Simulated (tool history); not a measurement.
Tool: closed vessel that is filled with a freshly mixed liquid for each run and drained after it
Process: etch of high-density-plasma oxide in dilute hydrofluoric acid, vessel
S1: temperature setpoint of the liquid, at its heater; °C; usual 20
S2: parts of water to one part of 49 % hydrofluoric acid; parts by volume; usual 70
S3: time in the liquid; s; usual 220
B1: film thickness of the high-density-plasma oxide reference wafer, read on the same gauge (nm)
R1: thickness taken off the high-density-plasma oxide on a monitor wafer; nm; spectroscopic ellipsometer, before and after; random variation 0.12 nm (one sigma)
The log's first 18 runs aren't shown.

run 19 day=41.854 | S1=24 S2=70 S3=180 | B1=150.01 | R1=16.33
run 20 day=43.946 | S1=17 S2=55 S3=220 | B1=149.99 | R1=18.98
run 21 day=45.058 | S1=20 S2=70 S3=220 | B1=150.01 | R1=16.68
run 22 day=48.017 | S1=20 S2=60 S3=125 | B1=149.99 | R1=11.18
run 23 day=50.638 | S1=20 S2=70 S3=220 | B1=150.01 | R1=16.51
run 24 day=52.571 | S1=20 S2=95 S3=220 | B1=150 | R1=12.11
run 25 day=55.183 | S1=20 S2=80 S3=300 | B1=149.99 | R1=19.56
run 26 day=58.004 | S1=20 S2=70 S3=220 | B1=150.01 | R1=16.63
run 27 day=60.871 | S1=20 S2=70 S3=220 | B1=149.97 | R1=16.66
-- day=63.717 thermometer replaced
run 28 day=65.596 | S1=20 S2=70 S3=340 | B1=150 | R1=25.42
run 29 day=66.875 | S1=22.5 S2=70 S3=220 | B1=150 | R1=18.42
run 30 day=69.279 | S1=20 S2=70 S3=220 | B1=150 | R1=16.57
run 31 day=72.188 | S1=20 S2=70 S3=220 | B1=150.01 | R1=16.66

4 ways to go on from here, each from the tool as it stands after run 31. What would each give?
run A day=72.217 | S1=20 S2=70 S3=220 | B1=? | R1=?
run B day=72.217 | S1=18.5 S2=70 S3=325 | B1=? | R1=?
run C day=72.217 | S1=22.5 S2=100 S3=180 | B1=? | R1=?
run D day=72.217 | S1=23.5 S2=45 S3=325 | B1=? | R1=?

run=A B1=149.99 R1=16.53
run=B B1=149.99 R1=22.92
run=C B1=149.99 R1=10.11
run=D B1=149.99 R1=45.36
Without the tool's hidden state the same runs would have given:
run=A R1=17.13
run=B R1=23.75
run=C R1=10.49
run=D R1=46.98
